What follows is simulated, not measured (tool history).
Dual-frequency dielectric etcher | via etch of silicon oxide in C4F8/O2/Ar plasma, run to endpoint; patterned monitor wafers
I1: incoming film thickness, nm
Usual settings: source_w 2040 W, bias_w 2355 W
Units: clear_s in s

{"run": 1, "hour": 0.0, "source_w": 2040, "bias_w": 2355, "I1": 2187.7, "clear_s": 402.1}
{"run": 2, "hour": 68.9, "source_w": 2240, "bias_w": 2355, "I1": 2175.3, "clear_s": 391.3}
{"hour": 248.0, "done": "wet clean of the chamber"}
{"run": 3, "hour": 379.1, "source_w": 2240, "bias_w": 2355, "I1": 2207.3, "clear_s": 398.4}
{"run": 4, "hour": 482.3, "source_w": 2240, "bias_w": 2355, "I1": 2192.6, "clear_s": 395.4}
{"run": 5, "hour": 525.1, "source_w": 2040, "bias_w": 2140, "I1": 2207.8, "clear_s": 408.3}
{"run": 6, "hour": 620.1, "source_w": 2040, "bias_w": 2140, "I1": 2180.6, "clear_s": 399.3}
{"run": 7, "hour": 703.7, "source_w": 2380, "bias_w": 2355, "I1": 2207.7, "clear_s": 383.5}
{"run": 8, "hour": 772.2, "source_w": 2380, "bias_w": 2355, "I1": 2208.2, "clear_s": 379.9}
{"run": 9, "hour": 882.9, "source_w": 1820, "bias_w": 2355, "I1": 2196.4, "clear_s": 394.8}
{"hour": 924.6, "done": "wet clean of the chamber"}
{"run": 10, "hour": 963.1, "source_w": 1820, "bias_w": 2355, "I1": 2198.2, "clear_s": 424.4}
{"hour": 1128.9, "done": "source power generator calibrated"}
{"run": 11, "hour": 1182.1, "source_w": 2040, "bias_w": 2355, "I1": 2183.2, "clear_s": 402}
{"hour": 1227.7, "done": "upper electrode replaced"}
{"run": 12, "hour": 1228.2, "source_w": 2040, "bias_w": 1954, "I1": 2168.4, "clear_s": 408.8}
{"run": 13, "hour": 1272.9, "source_w": 2040, "bias_w": 1954, "I1": 2175, "clear_s": 410.7}
{"run": 14, "hour": 1380.5, "source_w": 2040, "bias_w": 1954, "I1": 2197.6, "clear_s": 406.8}
{"run": 15, "hour": 1461.3, "source_w": 2240, "bias_w": 2355, "I1": 2181.7, "clear_s": 382.4}
{"run": 16, "hour": 1521.5, "source_w": 1770, "bias_w": 2121, "I1": 2198.3, "clear_s": 415.4}
{"hour": 1619.9, "done": "wet clean of the chamber"}
{"run": 17, "hour": 1631.1, "source_w": 2530, "bias_w": 2355, "I1": 2180.3, "clear_s": 377.1}
{"run": 18, "hour": 1709.9, "source_w": 2330, "bias_w": 2570, "I1": 2189.6, "clear_s": 384.7}
{"run": 19, "hour": 1783.7, "source_w": 2040, "bias_w": 1954, "I1": 2196.8, "clear_s": 423.1}
{"run": 20, "hour": 1869.3, "source_w": 2040, "bias_w": 2738, "I1": 2201.9, "clear_s": 392.6}
{"run": 21, "hour": 1930.9, "source_w": 2040, "bias_w": 2355, "I1": 2200.7, "clear_s": 401.3}
{"hour": 1997.5, "done": "bias power generator calibrated"}
{"run": 22, "hour": 2010.7, "source_w": 2040, "bias_w": 1893, "I1": 2208.3, "clear_s": 412.5}
{"run": 23, "hour": 2097.4, "source_w": 2540, "bias_w": 2874, "I1": 2174.4, "clear_s": 353.4}
{"run": 24, "hour": 2139.1, "source_w": 2520, "bias_w": 1850, "I1": 2195.4, "clear_s": 386.3}
{"run": 25, "hour": 2208.7, "source_w": 2040, "bias_w": 2355, "I1": 2186.3, "clear_s": 385.7}
{"run": 26, "hour": 2268.0, "source_w": 1650, "bias_w": 1789, "I1": 2211.4, "clear_s": 432.1}
{"hour": 2299.6, "done": "wet clean of the chamber"}
{"run": 27, "hour": 2361.2, "source_w": 2040, "bias_w": 2355, "I1": 2218.2, "clear_s": 418.2}
{"run": 28, "hour": 2517.0, "source_w": 1870, "bias_w": 2540, "I1": 2183.7, "clear_s": 402.8}

3 ways to go on from here, each from the tool as it stands after run 28. What would each give?
{"run": "A", "hour": 2517.5, "source_w": 2280, "bias_w": 2355, "I1": 2195, "clear_s": "?"}
{"run": "B", "hour": 2517.5, "source_w": 2040, "bias_w": 2154, "I1": 2195, "clear_s": "?"}
{"run": "C", "hour": 2517.5, "source_w": 2240, "bias_w": 1883, "I1": 2195, "clear_s": "?"}

run=A clear_s=395.4
run=B clear_s=414
run=C clear_s=414.5
Without the tool's hidden state the same runs would have given:
run=A clear_s=403.1
run=B clear_s=422.1
run=C clear_s=422.6
